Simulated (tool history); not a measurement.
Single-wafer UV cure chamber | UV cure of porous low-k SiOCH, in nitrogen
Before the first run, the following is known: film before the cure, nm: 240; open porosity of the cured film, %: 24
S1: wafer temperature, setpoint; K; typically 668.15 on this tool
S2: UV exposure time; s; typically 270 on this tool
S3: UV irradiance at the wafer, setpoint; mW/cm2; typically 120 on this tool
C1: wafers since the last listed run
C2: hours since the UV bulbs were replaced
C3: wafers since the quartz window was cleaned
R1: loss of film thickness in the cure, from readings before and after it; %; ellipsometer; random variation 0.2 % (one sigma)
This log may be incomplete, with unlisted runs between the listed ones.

{"run": 1, "hour": 0.0, "S1": 663.15, "S2": 270, "S3": 120, "C1": 0, "C2": 1343.5, "C3": 1453, "R1": 13.722}
{"run": 2, "hour": 23.7, "S1": 663.15, "S2": 270, "S3": 120, "C1": 185, "C2": 1367.2, "C3": 1638, "R1": 13.379}
{"run": 3, "hour": 40.2, "S1": 668.15, "S2": 270, "S3": 92, "C1": 128, "C2": 1383.7, "C3": 1767, "R1": 12.187}
{"run": 4, "hour": 86.4, "S1": 668.15, "S2": 270, "S3": 120, "C1": 360, "C2": 1429.9, "C3": 2128, "R1": 13.511}
{"run": 5, "hour": 115.1, "S1": 668.15, "S2": 270, "S3": 120, "C1": 224, "C2": 1458.6, "C3": 2352, "R1": 13.531}
{"run": 6, "hour": 130.1, "S1": 653.15, "S2": 270, "S3": 120, "C1": 117, "C2": 1473.6, "C3": 2469, "R1": 13.278}
{"run": 7, "hour": 150.7, "S1": 653.15, "S2": 270, "S3": 120, "C1": 160, "C2": 1494.2, "C3": 2630, "R1": 12.895}
{"run": 8, "hour": 178.1, "S1": 668.15, "S2": 270, "S3": 120, "C1": 214, "C2": 1521.6, "C3": 2844, "R1": 13.323}
{"hour": 205.3, "done": "quartz window cleaned"}
{"run": 9, "hour": 205.8, "S1": 683.15, "S2": 220, "S3": 132, "C1": 153, "C2": 1549.3, "C3": 3, "R1": 14.106}
{"run": 10, "hour": 228.1, "S1": 668.15, "S2": 160, "S3": 134, "C1": 174, "C2": 1571.6, "C3": 178, "R1": 12.394}
{"hour": 241.1, "done": "UV bulbs replaced"}
{"run": 11, "hour": 242.2, "S1": 659.15, "S2": 185, "S3": 88, "C1": 47, "C2": 1.1, "C3": 225, "R1": 11.107}
{"run": 12, "hour": 266.8, "S1": 668.15, "S2": 270, "S3": 90, "C1": 192, "C2": 25.7, "C3": 418, "R1": 12.561}
{"run": 13, "hour": 286.9, "S1": 668.15, "S2": 270, "S3": 84, "C1": 157, "C2": 45.8, "C3": 575, "R1": 12.303}
{"run": 14, "hour": 315.7, "S1": 668.15, "S2": 270, "S3": 120, "C1": 225, "C2": 74.6, "C3": 800, "R1": 13.564}
{"run": 15, "hour": 332.2, "S1": 683.15, "S2": 115, "S3": 153, "C1": 128, "C2": 91.1, "C3": 929, "R1": 11.222}
{"run": 16, "hour": 346.9, "S1": 668.15, "S2": 270, "S3": 120, "C1": 114, "C2": 105.8, "C3": 1043, "R1": 13.824}
{"run": 17, "hour": 362.8, "S1": 653.15, "S2": 270, "S3": 120, "C1": 124, "C2": 121.7, "C3": 1168, "R1": 13.638}

3 ways to go on from here, each from the tool as it stands after run 17. What would each give?
{"run": "A", "hour": 363.3, "S1": 668.15, "S2": 270, "S3": 120, "C1": 3, "C2": 122.2, "C3": 1172, "R1": "?"}
{"run": "B", "hour": 363.3, "S1": 668.15, "S2": 270, "S3": 98, "C1": 3, "C2": 122.2, "C3": 1172, "R1": "?"}
{"run": "C", "hour": 363.3, "S1": 680.15, "S2": 150, "S3": 89, "C1": 3, "C2": 122.2, "C3": 1172, "R1": "?"}

run=A R1=13.785
run=B R1=12.803
run=C R1=9.840
Without the tool's hidden state the same runs would have given:
run=A R1=14.578
run=B R1=13.582
run=C R1=10.569

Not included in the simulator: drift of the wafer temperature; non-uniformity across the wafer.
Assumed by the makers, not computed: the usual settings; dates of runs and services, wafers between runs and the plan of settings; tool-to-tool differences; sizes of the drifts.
